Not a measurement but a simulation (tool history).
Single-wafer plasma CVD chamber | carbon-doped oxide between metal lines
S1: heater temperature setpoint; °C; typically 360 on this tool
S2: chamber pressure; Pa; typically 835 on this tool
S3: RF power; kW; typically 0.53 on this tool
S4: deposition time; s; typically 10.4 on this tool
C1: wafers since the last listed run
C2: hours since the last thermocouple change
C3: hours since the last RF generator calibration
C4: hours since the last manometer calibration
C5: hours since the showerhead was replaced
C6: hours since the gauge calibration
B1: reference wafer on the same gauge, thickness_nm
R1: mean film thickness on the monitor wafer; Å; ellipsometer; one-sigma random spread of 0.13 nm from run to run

Run 1, day 0: usual settings but S2 781 Pa; C1 0; C2 1246.2; C3 1500.7; C4 679.6; C5 4712.6; C6 420; B1 58.653. Result: R1 551.95 Å.
At day 1.917: showerhead replaced.
Run 2, day 2.662: usual settings; C1 1866; C2 1310.1; C3 1564.6; C4 743.5; C5 17.9; C6 483.9; B1 58.589. Result: R1 557.52 Å.
Run 3, day 4.458: usual settings; C1 1439; C2 1353.2; C3 1607.7; C4 786.6; C5 61; C6 527; B1 58.533. Result: R1 558.67 Å.
At day 6.25: capacitance manometer re-zeroed and calibrated.
Run 4, day 6.271: usual settings; C1 1185; C2 1396.7; C3 1651.2; C4 0.5; C5 104.5; C6 570.5; B1 58.537. Result: R1 556.34 Å.
At day 8.238: thermocouple changed; heater temperature recalibrated.
Run 5, day 8.838: usual settings; C1 1789; C2 14.4; C3 1712.8; C4 62.1; C5 166.1; C6 632.1; B1 58.446. Result: R1 556.88 Å.
Run 6, day 9.95: usual settings but S2 783 Pa; C1 891; C2 41.1; C3 1739.5; C4 88.8; C5 192.8; C6 658.8; B1 58.429. Result: R1 549.83 Å.
Run 7, day 12.467: usual settings but S3 0.6 kW; C1 2016; C2 101.5; C3 1799.9; C4 149.2; C5 253.2; C6 719.2; B1 58.346. Result: R1 603.98 Å.
Run 8, day 14.725: usual settings but S3 0.6 kW; C1 1809; C2 155.7; C3 1854.1; C4 203.4; C5 307.4; C6 773.4; B1 58.309. Result: R1 600.83 Å.
Run 9, day 16.421: usual settings but S3 0.6 kW; C1 1359; C2 196.4; C3 1894.8; C4 244.1; C5 348.1; C6 814.1; B1 58.254. Result: R1 601.37 Å.
Run 10, day 17.454: usual settings but S3 0.47 kW, S4 9.7 s; C1 828; C2 221.2; C3 1919.6; C4 268.9; C5 372.9; C6 838.9; B1 58.312. Result: R1 478.56 Å.
Run 11, day 19.129: usual settings but S1 367 °C, S3 0.585 kW; C1 1342; C2 261.4; C3 1959.8; C4 309.1; C5 413.1; C6 879.1; B1 58.207. Result: R1 581.82 Å.
Run 12, day 20.654: usual settings but S2 996 Pa, S4 9.7 s; C1 1222; C2 298; C3 1996.4; C4 345.7; C5 449.7; C6 915.7; B1 58.181. Result: R1 528.79 Å.
Run 13, day 21.946: usual settings; C1 1035; C2 329; C3 2027.4; C4 376.7; C5 480.7; C6 946.7; B1 58.109. Result: R1 554.63 Å.
At day 23.133: gauge calibrated.
Run 14, day 24.321: usual settings; C1 1903; C2 386; C3 2084.4; C4 433.7; C5 537.7; C6 28.5; B1 59.099. Result: R1 560.53 Å.
Run 15, day 25.446: usual settings; C1 901; C2 413; C3 2111.4; C4 460.7; C5 564.7; C6 55.5; B1 59.057. Result: R1 564.3 Å.
At day 27.154: RF generator calibrated.
Run 16, day 27.175: usual settings; C1 1118; C2 454.5; C3 0.5; C4 502.2; C5 606.2; C6 97; B1 59.017. Result: R1 562.92 Å.
Run 17, day 29.104: usual settings but S2 745 Pa, S3 0.5 kW, S4 9.7 s; C1 1546; C2 500.8; C3 46.8; C4 548.5; C5 652.5; C6 143.3; B1 59.045. Result: R1 493.5 Å.
Run 18, day 31.433: usual settings but S2 973 Pa, S3 0.635 kW, S4 11.4 s; C1 1866; C2 556.7; C3 102.7; C4 604.4; C5 708.4; C6 199.2; B1 58.934. Result: R1 698.1 Å.
Run 19, day 32.508: usual settings; C1 861; C2 582.5; C3 128.5; C4 630.2; C5 734.2; C6 225; B1 58.888. Result: R1 561.04 Å.
Run 20, day 35.217: usual settings but S3 0.475 kW, S4 12 s; C1 2170; C2 647.5; C3 193.5; C4 695.2; C5 799.2; C6 290; B1 58.858. Result: R1 600.67 Å.
Run 21, day 37.45: usual settings but S1 354 °C, S2 1043 Pa; C1 1789; C2 701.1; C3 247.1; C4 748.8; C5 852.8; C6 343.6; B1 58.786. Result: R1 581.77 Å.
At day 39.267: capacitance manometer re-zeroed and calibrated.
Run 22, day 39.604: usual settings; C1 1459; C2 752.8; C3 298.8; C4 8.1; C5 904.5; C6 395.3; B1 58.752. Result: R1 561.18 Å.
Run 23, day 40.862: usual settings but S1 345 °C, S2 780 Pa, S3 0.635 kW, S4 12.3 s; C1 1008; C2 783; C3 329; C4 38.3; C5 934.7; C6 425.5; B1 58.719. Result: R1 762.25 Å.
Run 24, day 42.733: usual settings; C1 1499; C2 827.9; C3 373.9; C4 83.2; C5 979.6; C6 470.4; B1 58.714. Result: R1 562.68 Å.
Run 25, day 44.838: usual settings but S1 370 °C, S3 0.475 kW; C1 1686; C2 878.4; C3 424.4; C4 133.7; C5 1030.1; C6 520.9; B1 58.615. Result: R1 508.84 Å.
Run 26, day 45.942: usual settings but S2 729 Pa, S4 11.1 s; C1 884; C2 904.9; C3 450.9; C4 160.2; C5 1056.6; C6 547.4; B1 58.59. Result: R1 577.81 Å.
Run 27, day 48.221: usual settings but S3 0.635 kW, S4 12.4 s; C1 1826; C2 959.6; C3 505.6; C4 214.9; C5 1111.3; C6 602.1; B1 58.559. Result: R1 744.69 Å.
Run 28, day 50.333: usual settings but S3 0.465 kW, S4 11.3 s; C1 1692; C2 1010.3; C3 556.3; C4 265.6; C5 1162; C6 652.8; B1 58.497. Result: R1 556.29 Å.
Run 29, day 52.733: usual settings but S3 0.47 kW; C1 1923; C2 1067.9; C3 613.9; C4 323.2; C5 1219.6; C6 710.4; B1 58.451. Result: R1 514.37 Å.

Branching from run 29: 3 alternative next runs. What would each branch give?
Run A, day 52.75: usual settings; C1 13; C2 1068.3; C3 614.3; C4 323.6; C5 1220; C6 710.8; B1 ?. Result: R1 ?.
Run B, day 52.75: usual settings but S1 347 °C, S2 659 Pa, S3 0.475 kW, S4 11.5 s; C1 13; C2 1068.3; C3 614.3; C4 323.6; C5 1220; C6 710.8; B1 ?. Result: R1 ?.
Run C, day 52.75: usual settings but S4 11.6 s; C1 13; C2 1068.3; C3 614.3; C4 323.6; C5 1220; C6 710.8; B1 ?. Result: R1 ?.

run      B1      R1
  A  58.417  556.76
  B  58.417  557.75
  C  58.417  619.91
Without the tool's hidden state the same runs would have given:
run      R1
  A  562.99
  B  563.99
  C  626.85
